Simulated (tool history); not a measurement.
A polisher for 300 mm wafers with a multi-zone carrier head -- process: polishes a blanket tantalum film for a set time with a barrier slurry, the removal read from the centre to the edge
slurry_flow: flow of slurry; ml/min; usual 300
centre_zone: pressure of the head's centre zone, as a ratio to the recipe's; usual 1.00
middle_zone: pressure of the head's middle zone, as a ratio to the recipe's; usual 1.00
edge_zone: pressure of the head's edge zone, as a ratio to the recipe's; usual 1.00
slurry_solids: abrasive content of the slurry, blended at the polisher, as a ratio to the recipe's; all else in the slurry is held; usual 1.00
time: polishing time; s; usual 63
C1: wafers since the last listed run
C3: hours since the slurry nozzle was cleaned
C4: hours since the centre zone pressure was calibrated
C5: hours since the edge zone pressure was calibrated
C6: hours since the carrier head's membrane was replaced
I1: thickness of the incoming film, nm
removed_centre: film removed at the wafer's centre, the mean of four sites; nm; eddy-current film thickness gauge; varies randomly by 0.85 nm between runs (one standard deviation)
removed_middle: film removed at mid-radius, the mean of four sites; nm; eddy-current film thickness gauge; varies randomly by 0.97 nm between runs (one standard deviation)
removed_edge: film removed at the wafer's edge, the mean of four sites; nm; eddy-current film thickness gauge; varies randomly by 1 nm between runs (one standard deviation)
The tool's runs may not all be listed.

Run 1, hour 0.0: usual settings but centre_zone 0.92, edge_zone 1.06; C1 0; wafers polished on this pad 936; C3 174.4; C4 765.7; C5 274.2; C6 621.8; I1 430.1. Result: removed_centre 92.7 nm, removed_middle 87.7 nm, removed_edge 91.3 nm.
At hour 15.7: worn pad replaced by a new one.
Run 2, hour 34.6: usual settings but centre_zone 0.92, edge_zone 1.06; C1 465; wafers polished on this pad 287; C3 209.0; C4 800.3; C5 308.8; C6 656.4; I1 433.3. Result: removed_centre 90.2 nm, removed_middle 88.1 nm, removed_edge 90.7 nm.
Run 3, hour 58.0: usual settings but centre_zone 0.92, edge_zone 1.06; C1 356; wafers polished on this pad 643; C3 232.4; C4 823.7; C5 332.2; C6 679.8; I1 432.3. Result: removed_centre 91.2 nm, removed_middle 89.8 nm, removed_edge 92.7 nm.
Run 4, hour 93.2: usual settings but slurry_solids 0.85; C1 535; wafers polished on this pad 1179; C3 267.6; C4 858.9; C5 367.4; C6 715.0; I1 429.0. Result: removed_centre 93.5 nm, removed_middle 82.5 nm, removed_edge 84.3 nm.
At hour 98.2: worn pad replaced by a new one.
Run 5, hour 125.1: usual settings but slurry_solids 0.85; C1 424; wafers polished on this pad 410; C3 299.5; C4 890.8; C5 399.3; C6 746.9; I1 422.8. Result: removed_centre 94.2 nm, removed_middle 85.0 nm, removed_edge 86.1 nm.
Run 6, hour 159.6: usual settings but slurry_solids 0.85; C1 525; wafers polished on this pad 935; C3 334.0; C4 925.3; C5 433.8; C6 781.4; I1 428.7. Result: removed_centre 92.8 nm, removed_middle 82.8 nm, removed_edge 84.2 nm.
At hour 180.8: carrier head's membrane replaced by a new one.
At hour 183.8: worn pad replaced by a new one.
Run 7, hour 185.1: usual settings but centre_zone 0.97; C1 265; wafers polished on this pad 19; C3 359.5; C4 950.8; C5 459.3; C6 4.3; I1 433.8. Result: removed_centre 97.4 nm, removed_middle 88.6 nm, removed_edge 90.1 nm.
At hour 191.1: slurry nozzle cleaned.
Run 8, hour 216.7: usual settings but centre_zone 0.97; C1 465; wafers polished on this pad 485; C3 25.6; C4 982.4; C5 490.9; C6 35.9; I1 434.3. Result: removed_centre 97.9 nm, removed_middle 87.4 nm, removed_edge 88.6 nm.
At hour 230.4: centre zone pressure recalibrated.
Run 9, hour 243.4: usual settings; C1 376; wafers polished on this pad 861; C3 52.3; C4 13.0; C5 517.6; C6 62.6; I1 421.9. Result: removed_centre 87.6 nm, removed_middle 90.4 nm, removed_edge 87.2 nm.
At hour 257.4: edge zone pressure recalibrated.
Run 10, hour 262.5: usual settings but middle_zone 0.90, edge_zone 1.08, slurry_solids 1.30, time 47 s; C1 260; wafers polished on this pad 1121; C3 71.4; C4 32.1; C5 5.1; C6 81.7; I1 435.7. Result: removed_centre 70.8 nm, removed_middle 66.1 nm, removed_edge 74.6 nm.
At hour 275.1: worn pad replaced by a new one.
Run 11, hour 298.4: usual settings but slurry_flow 230 ml/min, middle_zone 1.07; C1 485; wafers polished on this pad 354; C3 107.3; C4 68.0; C5 41.0; C6 117.6; I1 432.0. Result: removed_centre 85.8 nm, removed_middle 89.0 nm, removed_edge 87.5 nm.
Run 12, hour 330.1: usual settings but centre_zone 0.89, slurry_solids 0.80; C1 482; wafers polished on this pad 837; C3 139.0; C4 99.7; C5 72.7; C6 149.3; I1 428.3. Result: removed_centre 75.8 nm, removed_middle 81.9 nm, removed_edge 83.5 nm.
At hour 346.0: worn pad replaced by a new one.
Run 13, hour 352.6: usual settings but middle_zone 0.90, slurry_solids 0.85, time 41 s; C1 281; wafers polished on this pad 100; C3 161.5; C4 122.2; C5 95.2; C6 171.8; I1 427.2. Result: removed_centre 55.6 nm, removed_middle 50.9 nm, removed_edge 55.9 nm.

Forecast run 14:
Run 14, hour 367.4: usual settings; C1 225; wafers polished on this pad 325; C3 176.3; C4 137.0; C5 110.0; C6 186.6; I1 433.5. Result: removed_centre ?, removed_middle ?, removed_edge ?.

Logged for run 14: removed_centre 89.0 nm, removed_middle 87.8 nm, removed_edge 88.1 nm.
Minus the tool's unlogged condition, the same run would have read removed_centre 87.5 nm, removed_middle 87.8 nm, removed_edge 88.1 nm.
